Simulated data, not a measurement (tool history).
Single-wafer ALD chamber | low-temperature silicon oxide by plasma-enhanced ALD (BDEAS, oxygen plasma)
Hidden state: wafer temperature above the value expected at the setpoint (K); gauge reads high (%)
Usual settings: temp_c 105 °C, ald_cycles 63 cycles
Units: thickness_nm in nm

run	hour	temp_c	ald_cycles	wafers since the last listed run	hours since the last thermocouple change	hours since the gauge calibration	read-back reference wafer on the same gauge, thickness_nm	thickness_nm
1	0.0	105	63	0	452.4	992.0	9.865	8.504
2	26.4	116	70	82	478.8	1018.4	9.837	9.228
3	86.4	116	70	187	538.8	1078.4	9.833	9.355
4	116.7	105	63	94	569.1	1108.7	9.852	8.544
5	165.9	105	63	153	618.3	1157.9	9.818	8.515
6	208.1	116	63	131	660.5	1200.1	9.812	8.296
7	267.3	116	63	185	719.7	1259.3	9.801	8.349
8	322.7	105	63	173	775.1	1314.7	9.810	8.468
9	361.0	105	55	119	813.4	1353.0	9.812	7.381
10	549.5	105	55	589	1001.9	1541.5	9.765	7.483
11	574.1	105	55	76	1026.5	1566.1	9.772	7.343
12	610.1	105	63	112	1062.5	1602.1	9.743	8.471
13	679.4	105	63	216	1131.8	1671.4	9.732	8.468
14	744.1	105	63	202	1196.5	1736.1	9.722	8.385
15	878.5	105	63	420	1330.9	1870.5	9.709	8.359
# hour 979.0: thermocouple changed; heater temperature recalibrated
16	1080.0	105	63	604	101.0	2072.0	9.655	8.321
17	1114.7	105	63	108	135.7	2106.7	9.646	8.273
18	1176.2	105	63	192	197.2	2168.2	9.627	8.242
# hour 1233.9: gauge calibrated
19	1237.3	105	63	191	258.3	3.4	9.862	8.476
20	1282.4	105	54	140	303.4	48.5	9.863	7.251
21	1330.7	105	54	150	351.7	96.8	9.866	7.283
22	1374.1	105	63	135	395.1	140.2	9.864	8.436
23	1434.1	105	63	187	455.1	200.2	9.869	8.518
24	1460.8	109	66	83	481.8	226.9	9.862	8.886
25	1486.8	105	63	81	507.8	252.9	9.879	8.553
26	1534.3	105	63	148	555.3	300.4	9.848	8.610
27	1585.3	115	63	159	606.3	351.4	9.868	8.313
28	1613.3	105	63	87	634.3	379.4	9.862	8.532
29	1641.5	96	56	88	662.5	407.6	9.866	7.769
30	1675.5	92	52	106	696.5	441.6	9.845	7.360
31	1733.2	117	74	180	754.2	499.3	9.848	9.725
32	1782.8	92	63	155	803.8	548.9	9.852	8.889
33	1835.2	105	55	163	856.2	601.3	9.860	7.459
34	1865.1	115	59	93	886.1	631.2	9.846	7.827
35	1889.9	93	68	77	910.9	656.0	9.836	9.451
36	1951.5	105	63	192	972.5	717.6	9.849	8.520
37	2012.4	113	63	190	1033.4	778.5	9.833	8.405
38	2070.4	105	63	181	1091.4	836.5	9.831	8.456
39	2114.9	119	72	139	1135.9	881.0	9.817	9.391
40	2153.3	116	63	120	1174.3	919.4	9.822	8.320
41	2188.8	109	63	110	1209.8	954.9	9.811	8.456
42	2229.7	100	63	127	1250.7	995.8	9.802	8.604
43	2288.9	116	70	185	1309.9	1055.0	9.797	9.267
44	2360.1	105	63	222	1381.1	1126.2	9.792	8.476
# hour 2430.5: thermocouple changed; heater temperature recalibrated
45	2431.0	92	52	196	0.5	1197.1	9.788	7.325
46	2480.6	99	58	155	50.1	1246.7	9.761	7.862
47	2548.5	101	73	212	118.0	1314.6	9.762	9.824

3 ways to go on from here, each from the tool as it stands after run 47. What would each give?
A	2549.0	105	63	1	118.5	1315.1	?	?
B	2549.0	118	63	1	118.5	1315.1	?	?
C	2549.0	105	70	1	118.5	1315.1	?	?

run	read-back reference wafer on the same gauge, thickness_nm	thickness_nm
A	9.761	8.466
B	9.761	8.248
C	9.761	9.407
Without the tool's hidden state the same runs would have given:
run	thickness_nm
A	8.584
B	8.362
C	9.538
